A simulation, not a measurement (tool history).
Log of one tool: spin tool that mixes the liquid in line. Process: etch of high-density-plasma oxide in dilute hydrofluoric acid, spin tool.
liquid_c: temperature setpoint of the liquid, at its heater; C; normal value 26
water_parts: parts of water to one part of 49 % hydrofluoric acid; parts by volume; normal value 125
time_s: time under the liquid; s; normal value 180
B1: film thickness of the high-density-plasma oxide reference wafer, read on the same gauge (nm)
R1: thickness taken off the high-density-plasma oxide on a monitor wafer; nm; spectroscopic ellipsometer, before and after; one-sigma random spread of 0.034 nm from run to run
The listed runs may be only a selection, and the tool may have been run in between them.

Run 1, hour 0: usual settings; B1 148.36. Result: R1 9.4 nm.
Run 2, hour 70.5: usual settings; B1 147.9. Result: R1 9.38 nm.
Run 3, hour 130.3: usual settings; B1 147.46. Result: R1 9.31 nm.
Run 4, hour 161.2: usual settings but water_parts 110 parts by volume, time_s 260 s; B1 147.19. Result: R1 15.52 nm.
Run 5, hour 210.9: usual settings; B1 146.8. Result: R1 9.28 nm.
At hour 249.1: gauge calibrated.
Run 6, hour 282.3: usual settings; B1 150.18. Result: R1 9.48 nm.
Run 7, hour 335.2: usual settings; B1 150.16. Result: R1 9.49 nm.
Run 8, hour 362.5: usual settings; B1 150.11. Result: R1 9.46 nm.
Run 9, hour 421.8: usual settings but liquid_c 24 C; B1 149.99. Result: R1 8.84 nm.
Run 10, hour 479.9: usual settings but water_parts 175 parts by volume, time_s 220 s; B1 149.81. Result: R1 7.78 nm.
Run 11, hour 516.6: usual settings; B1 149.67. Result: R1 9.52 nm.
At hour 535.8: thermometer replaced.
Run 12, hour 542.4: usual settings but liquid_c 31 C, water_parts 140 parts by volume; B1 149.59. Result: R1 9.94 nm.
Run 13, hour 600.6: usual settings but liquid_c 24 C, water_parts 80 parts by volume, time_s 250 s; B1 149.32. Result: R1 20.07 nm.
At hour 651.4: hydrofluoric acid flow meter replaced.
Run 14, hour 663.1: usual settings but water_parts 85 parts by volume, time_s 220 s; B1 148.97. Result: R1 17.78 nm.
Run 15, hour 694.7: usual settings; B1 148.78. Result: R1 9.36 nm.
Run 16, hour 761: usual settings but water_parts 90 parts by volume, time_s 270 s; B1 148.33. Result: R1 20.42 nm.
Run 17, hour 814.8: usual settings but liquid_c 23.5 C, water_parts 70 parts by volume, time_s 100 s; B1 147.91. Result: R1 9 nm.

Below are 4 alternative next runs, each starting from the tool's condition after run 17. Predict each:
Run A, hour 815.3: usual settings but liquid_c 23.5 C; B1 ?. Result: R1 ?.
Run B, hour 815.3: usual settings but liquid_c 21.5 C, water_parts 105 parts by volume; B1 ?. Result: R1 ?.
Run C, hour 815.3: usual settings but liquid_c 24.5 C, water_parts 70 parts by volume, time_s 95 s; B1 ?. Result: R1 ?.
Run D, hour 815.3: usual settings but liquid_c 21.5 C, water_parts 145 parts by volume; B1 ?. Result: R1 ?.

run     B1    R1
  A  147.9  8.47
  B  147.9  9.53
  C  147.9  8.89
  D  147.9   6.6
Without the tool's unlogged condition, the same runs would have read:
run    R1
  A  8.59
  B  9.66
  C  9.01
  D  6.69
